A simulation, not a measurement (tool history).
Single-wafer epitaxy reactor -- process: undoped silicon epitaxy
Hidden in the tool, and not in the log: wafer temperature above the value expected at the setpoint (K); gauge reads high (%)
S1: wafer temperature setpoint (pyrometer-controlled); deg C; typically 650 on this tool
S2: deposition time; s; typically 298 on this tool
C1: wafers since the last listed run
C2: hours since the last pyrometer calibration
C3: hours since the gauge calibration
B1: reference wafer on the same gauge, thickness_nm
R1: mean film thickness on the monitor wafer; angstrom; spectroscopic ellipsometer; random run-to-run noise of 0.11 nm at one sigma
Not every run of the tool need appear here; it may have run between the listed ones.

run	hour	S1	S2	C1	C2	C3	B1	R1
1	0.0	650	298	0	387.7	594.4	53.750	488.95
2	83.9	650	298	532	471.6	678.3	53.665	487.28
3	123.2	650	298	249	510.9	717.6	53.637	486.58
4	199.2	650	298	482	586.9	793.6	53.588	486.72
5	257.4	650	298	369	645.1	851.8	53.571	487.26
6	312.5	650	276	349	700.2	906.9	53.503	449.25
7	396.1	650	298	530	783.8	990.5	53.442	483.87
8	441.8	650	298	290	829.5	1036.2	53.383	484.24
9	508.8	661	298	425	896.5	1103.2	53.310	597.07
10	581.2	661	298	459	968.9	1175.6	53.206	595.54
11	678.9	661	298	620	1066.6	1273.3	53.118	595.24
12	740.6	650	298	391	1128.3	1335.0	53.072	482.62
13	834.7	650	298	597	1222.4	1429.1	52.882	479.08
14	875.4	650	278	258	1263.1	1469.8	52.851	448.51
15	949.9	650	278	473	1337.6	1544.3	52.731	447.65
# hour 1003.8: gauge calibrated
16	1035.7	650	298	544	1423.4	31.9	53.881	487.48
17	1083.4	650	298	302	1471.1	79.6	53.914	488.69
18	1169.5	635	298	546	1557.2	165.7	53.899	364.98
19	1277.1	650	298	683	1664.8	273.3	53.848	488.87
20	1341.9	657	239	411	1729.6	338.1	53.848	445.66
21	1429.6	650	298	556	1817.3	425.8	53.817	487.37
22	1672.8	650	340	1544	2060.5	669.0	53.690	557.44
23	1709.4	663	356	232	2097.1	705.6	53.672	742.71

Estimate the outcome of run 24 from the log above:
24	1772.2	642	332	398	2159.9	768.4	?	?

Run 24 measured B1 53.626, R1 467.06 angstrom.
On a tool with no hidden condition, and with the same random variation, this run would have come out at R1 470.44 angstrom.
